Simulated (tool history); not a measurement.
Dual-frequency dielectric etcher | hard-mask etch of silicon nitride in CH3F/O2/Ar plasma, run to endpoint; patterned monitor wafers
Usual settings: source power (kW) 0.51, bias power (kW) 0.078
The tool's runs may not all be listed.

run	day	source power (kW)	bias power (kW)	wafers since the last listed run	hours since the last wet clean	hours since the last source power generator calibration	hours since the last bias power generator calibration	hours since the last upper electrode change	incoming incoming film thickness, nm	endpoint time (s)
1	0	0.51	0.078	0	2.2	2311.9	3796	6053	47.81	56.3
2	0.967	0.45	0.074	215	25.4	2335.1	3819.2	6076.2	47.72	59.2
3	1.783	0.45	0.074	182	45	2354.7	3838.8	6095.8	47.33	59
4	5.554	0.45	0.074	842	135.5	2445.2	3929.3	6186.3	47.66	58.8
5	6.108	0.51	0.092	123	148.8	2458.5	3942.6	6199.6	48.23	54
6	9.621	0.51	0.092	784	233.1	2542.8	4026.9	6283.9	47.59	53.5
7	10.404	0.51	0.092	174	251.9	2561.6	4045.7	6302.7	47.39	52.9
8	11.492	0.51	0.078	242	278	2587.7	4071.8	6328.8	47.52	55.2
9	15.858	0.51	0.078	975	382.8	2692.5	4176.6	6433.6	47.87	56.1
10	17.042	0.51	0.078	264	411.2	2720.9	4205	6462	47.44	55.2
# day 18.362: upper electrode replaced
11	18.388	0.51	0.078	77	443.5	2753.2	4237.3	0.6	47.88	55.8
12	19.492	0.41	0.078	246	470	2779.7	4263.8	27.1	47.97	61
13	20.708	0.41	0.078	271	499.2	2808.9	4293	56.3	47.42	60.3
# day 21.558: source power generator calibrated
14	21.571	0.41	0.078	155	519.9	0.3	4313.7	77	47.85	60.5
15	22.554	0.51	0.083	219	543.5	23.9	4337.3	100.6	47.51	54.5
16	23.796	0.51	0.083	277	573.3	53.7	4367.1	130.4	47.98	55.3
17	24.454	0.45	0.066	147	589.1	69.5	4382.9	146.2	47.68	60.7
18	25.55	0.51	0.078	244	615.4	95.8	4409.2	172.5	47.78	55.8
19	26.179	0.41	0.069	140	630.5	110.9	4424.3	187.6	48.37	63.5
20	26.9	0.56	0.07	160	647.8	128.2	4441.6	204.9	48.02	55.6
# day 28.312: wet clean of the chamber
21	28.333	0.51	0.086	96	0.5	162.6	4476	239.3	48.08	54.6
22	28.796	0.51	0.078	103	11.6	173.7	4487.1	250.4	47.74	55.7
23	29.608	0.43	0.078	181	31.1	193.2	4506.6	269.9	47.69	59.2
24	30.754	0.51	0.091	255	58.6	220.7	4534.1	297.4	47.8	53.6
# day 31.417: bias power generator calibrated
25	31.438	0.51	0.06	115	75	237.1	0.5	313.8	47.76	59.2
26	32.892	0.51	0.078	324	109.9	272	35.4	348.7	47.64	55.1
27	34.112	0.62	0.087	272	139.2	301.3	64.7	378	47.85	50.5
28	35.129	0.47	0.097	227	163.6	325.7	89.1	402.4	47.77	54.1
29	35.812	0.59	0.092	152	180	342.1	105.5	418.8	47.39	49.9
30	36.846	0.51	0.078	230	204.8	366.9	130.3	443.6	47.39	55.4
31	37.4	0.39	0.097	123	218.1	380.2	143.6	456.9	47.76	58.9
32	38.2	0.39	0.097	178	237.3	399.4	162.8	476.1	48.2	58.6
33	39.329	0.59	0.078	252	264.4	426.5	189.9	503.2	48.17	53.2

What the log doesn't show, run by run:
etch rate over this chamber's usual, %: 0 in every run
source power that arrives over what is set, %: 0 in every run
bias power that arrives over what is set, %: 0 in every run
